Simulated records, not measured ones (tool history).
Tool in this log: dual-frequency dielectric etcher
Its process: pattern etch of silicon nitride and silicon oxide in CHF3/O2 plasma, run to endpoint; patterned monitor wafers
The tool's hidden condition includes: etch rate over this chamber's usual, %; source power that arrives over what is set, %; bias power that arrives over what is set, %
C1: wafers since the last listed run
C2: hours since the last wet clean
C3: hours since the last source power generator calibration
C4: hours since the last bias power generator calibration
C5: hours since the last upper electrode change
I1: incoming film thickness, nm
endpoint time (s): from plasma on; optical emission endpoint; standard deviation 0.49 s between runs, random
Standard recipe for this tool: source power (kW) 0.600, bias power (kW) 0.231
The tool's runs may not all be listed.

run 1 day=0.000 | source_power_(kW)=0.600 bias_power_(kW)=0.231 | C1=0 C2=501.2 C3=1150.5 C4=1362.5 C5=4028.4 | I1=173.9 | endpoint_time_(s)=99.9
run 2 day=0.321 | source_power_(kW)=0.480 bias_power_(kW)=0.245 | C1=44 C2=508.9 C3=1158.2 C4=1370.2 C5=4036.1 | I1=174.0 | endpoint_time_(s)=105.1
run 3 day=0.642 | source_power_(kW)=0.480 bias_power_(kW)=0.245 | C1=44 C2=516.6 C3=1165.9 C4=1377.9 C5=4043.8 | I1=173.2 | endpoint_time_(s)=104.0
run 4 day=1.050 | source_power_(kW)=0.540 bias_power_(kW)=0.231 | C1=56 C2=526.4 C3=1175.7 C4=1387.7 C5=4053.6 | I1=174.5 | endpoint_time_(s)=102.6
run 5 day=1.371 | source_power_(kW)=0.540 bias_power_(kW)=0.231 | C1=44 C2=534.1 C3=1183.4 C4=1395.4 C5=4061.3 | I1=175.7 | endpoint_time_(s)=103.6
run 6 day=2.658 | source_power_(kW)=0.600 bias_power_(kW)=0.231 | C1=178 C2=565.0 C3=1214.3 C4=1426.3 C5=4092.2 | I1=174.6 | endpoint_time_(s)=99.1
run 7 day=3.229 | source_power_(kW)=0.600 bias_power_(kW)=0.202 | C1=79 C2=578.7 C3=1228.0 C4=1440.0 C5=4105.9 | I1=173.9 | endpoint_time_(s)=102.3
-- day=4.479 upper electrode replaced, of another model than before
run 8 day=4.500 | source_power_(kW)=0.600 bias_power_(kW)=0.231 | C1=37 C2=609.2 C3=1258.5 C4=1470.5 C5=0.5 | I1=175.2 | endpoint_time_(s)=98.8
run 9 day=4.512 | source_power_(kW)=0.600 bias_power_(kW)=0.231 | C1=1 C2=609.5 C3=1258.8 C4=1470.8 C5=0.8 | I1=174.5 | endpoint_time_(s)=98.6
-- day=5.904 wet clean of the chamber
run 10 day=5.925 | source_power_(kW)=0.600 bias_power_(kW)=0.231 | C1=57 C2=0.5 C3=1292.7 C4=1504.7 C5=34.7 | I1=176.0 | endpoint_time_(s)=106.2
run 11 day=5.942 | source_power_(kW)=0.470 bias_power_(kW)=0.191 | C1=2 C2=0.9 C3=1293.1 C4=1505.1 C5=35.1 | I1=176.0 | endpoint_time_(s)=133.9
run 12 day=6.242 | source_power_(kW)=0.720 bias_power_(kW)=0.276 | C1=41 C2=8.1 C3=1300.3 C4=1512.3 C5=42.3 | I1=175.0 | endpoint_time_(s)=87.5
run 13 day=7.588 | source_power_(kW)=0.600 bias_power_(kW)=0.231 | C1=186 C2=40.4 C3=1332.6 C4=1544.6 C5=74.6 | I1=172.9 | endpoint_time_(s)=104.2
-- day=8.138 bias power generator calibrated
run 14 day=8.279 | source_power_(kW)=0.550 bias_power_(kW)=0.195 | C1=72 C2=57.0 C3=1349.2 C4=3.4 C5=91.2 | I1=174.8 | endpoint_time_(s)=121.4
-- day=8.562 source power generator calibrated
run 15 day=8.667 | source_power_(kW)=0.600 bias_power_(kW)=0.231 | C1=30 C2=66.3 C3=2.5 C4=12.7 C5=100.5 | I1=175.4 | endpoint_time_(s)=105.4
run 16 day=9.283 | source_power_(kW)=0.670 bias_power_(kW)=0.231 | C1=85 C2=81.1 C3=17.3 C4=27.5 C5=115.3 | I1=177.0 | endpoint_time_(s)=100.7
run 17 day=9.704 | source_power_(kW)=0.540 bias_power_(kW)=0.277 | C1=58 C2=91.2 C3=27.4 C4=37.6 C5=125.4 | I1=175.4 | endpoint_time_(s)=99.9
run 18 day=10.012 | source_power_(kW)=0.690 bias_power_(kW)=0.180 | C1=42 C2=98.6 C3=34.8 C4=45.0 C5=132.8 | I1=174.9 | endpoint_time_(s)=114.5
run 19 day=10.717 | source_power_(kW)=0.600 bias_power_(kW)=0.206 | C1=97 C2=115.5 C3=51.7 C4=61.9 C5=149.7 | I1=174.4 | endpoint_time_(s)=111.0

Branching from run 19: 4 alternative next runs. What would each branch give?
run A day=10.738 | source_power_(kW)=0.600 bias_power_(kW)=0.231 | C1=2 C2=116.0 C3=52.2 C4=62.4 C5=150.2 | I1=173.9 | endpoint_time_(s)=?
run B day=10.738 | source_power_(kW)=0.510 bias_power_(kW)=0.190 | C1=2 C2=116.0 C3=52.2 C4=62.4 C5=150.2 | I1=173.9 | endpoint_time_(s)=?
run C day=10.738 | source_power_(kW)=0.600 bias_power_(kW)=0.251 | C1=2 C2=116.0 C3=52.2 C4=62.4 C5=150.2 | I1=173.9 | endpoint_time_(s)=?
run D day=10.738 | source_power_(kW)=0.540 bias_power_(kW)=0.215 | C1=2 C2=116.0 C3=52.2 C4=62.4 C5=150.2 | I1=173.9 | endpoint_time_(s)=?

run=A endpoint_time_(s)=103.7
run=B endpoint_time_(s)=126.3
run=C endpoint_time_(s)=98.9
run=D endpoint_time_(s)=113.7
Without the tool's unlogged condition, the same runs would have read:
run=A endpoint_time_(s)=105.0
run=B endpoint_time_(s)=127.8
run=C endpoint_time_(s)=100.1
run=D endpoint_time_(s)=115.1
